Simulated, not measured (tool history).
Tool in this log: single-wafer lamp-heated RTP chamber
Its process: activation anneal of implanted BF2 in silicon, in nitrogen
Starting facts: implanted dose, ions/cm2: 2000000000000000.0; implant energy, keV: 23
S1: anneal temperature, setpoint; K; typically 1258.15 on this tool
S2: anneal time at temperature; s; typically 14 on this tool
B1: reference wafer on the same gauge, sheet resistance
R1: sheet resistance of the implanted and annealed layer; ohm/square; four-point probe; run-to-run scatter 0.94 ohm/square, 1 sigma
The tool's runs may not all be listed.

| run | hour | S1 | S2 | B1 | R1 |
|---|---|---|---|---|---|
| 1 | 0.0 | 1258.15 | 14 | 180.13 | 171.31 |
| 2 | 29.3 | 1258.15 | 14 | 180.22 | 171.36 |
| 3 | 89.4 | 1258.15 | 14 | 180.00 | 169.71 |
| 4 | 160.1 | 1258.15 | 14 | 180.20 | 169.07 |
| 5 | 214.6 | 1258.15 | 14 | 180.04 | 168.02 |
| 6 | 239.2 | 1258.15 | 14 | 180.24 | 167.64 |
| 7 | 271.7 | 1252.15 | 14 | 180.60 | 173.61 |
| 8 | 301.2 | 1258.15 | 14 | 180.38 | 166.46 |
| 9 | 363.5 | 1258.15 | 14 | 179.78 | 164.18 |
|  | 390.1 | reflector plate cleaned |
| 10 | 426.5 | 1258.15 | 14 | 179.73 | 170.09 |
| 11 | 497.5 | 1258.15 | 14 | 180.29 | 172.04 |
| 12 | 537.0 | 1258.15 | 14 | 180.04 | 171.21 |
| 13 | 566.9 | 1258.15 | 14 | 180.02 | 169.38 |
| 14 | 621.4 | 1258.15 | 14 | 180.05 | 169.34 |
| 15 | 680.4 | 1258.15 | 14 | 179.97 | 166.21 |
|  | 712.9 | pyrometer window cleaned and pyrometer calibrated |
| 16 | 713.6 | 1231.15 | 18 | 180.10 | 195.97 |
| 17 | 768.4 | 1231.15 | 10 | 179.97 | 204.12 |
|  | 797.6 | reflector plate cleaned |
| 18 | 830.8 | 1239.15 | 18 | 179.70 | 191.71 |
|  | 849.3 | gauge calibrated |
| 19 | 894.9 | 1258.15 | 14 | 180.02 | 171.13 |
| 20 | 926.4 | 1228.15 | 14 | 179.73 | 211.63 |
| 21 | 987.3 | 1247.15 | 8 | 180.03 | 193.00 |
| 22 | 1033.3 | 1278.15 | 19 | 180.58 | 139.06 |
| 23 | 1064.9 | 1282.15 | 6 | 179.97 | 157.73 |
| 24 | 1117.7 | 1258.15 | 17 | 179.82 | 163.43 |
|  | 1179.2 | reflector plate cleaned |
| 25 | 1179.7 | 1278.15 | 8 | 179.63 | 159.65 |
| 26 | 1220.1 | 1258.15 | 14 | 179.75 | 171.99 |
| 27 | 1266.7 | 1258.15 | 14 | 179.72 | 171.48 |
| 28 | 1297.0 | 1258.15 | 14 | 179.95 | 168.93 |
| 29 | 1441.6 | 1273.15 | 14 | 179.85 | 151.61 |
| 30 | 1485.7 | 1241.15 | 14 | 179.68 | 190.17 |

What would each run have given without the hidden state, its run-to-run variation left as it was?
Hidden conditions of the tool in this case: true wafer temperature minus pyrometer reading, K; wafer temperature error from the tarnished reflector plate, K; gauge reads high (%).
| run | R1 |
|---|---|
| 1 | 172.97 |
| 2 | 173.57 |
| 3 | 173.03 |
| 4 | 173.72 |
| 5 | 173.67 |
| 6 | 173.74 |
| 7 | 180.51 |
| 8 | 173.70 |
| 9 | 172.50 |
| 10 | 171.33 |
| 11 | 174.64 |
| 12 | 174.56 |
| 13 | 173.26 |
| 14 | 174.26 |
| 15 | 172.15 |
| 16 | 203.68 |
| 17 | 212.36 |
| 18 | 193.16 |
| 19 | 173.61 |
| 20 | 215.19 |
| 21 | 197.14 |
| 22 | 143.54 |
| 23 | 162.08 |
| 24 | 170.20 |
| 25 | 159.72 |
| 26 | 172.82 |
| 27 | 173.19 |
| 28 | 171.18 |
| 29 | 156.13 |
| 30 | 196.53 |
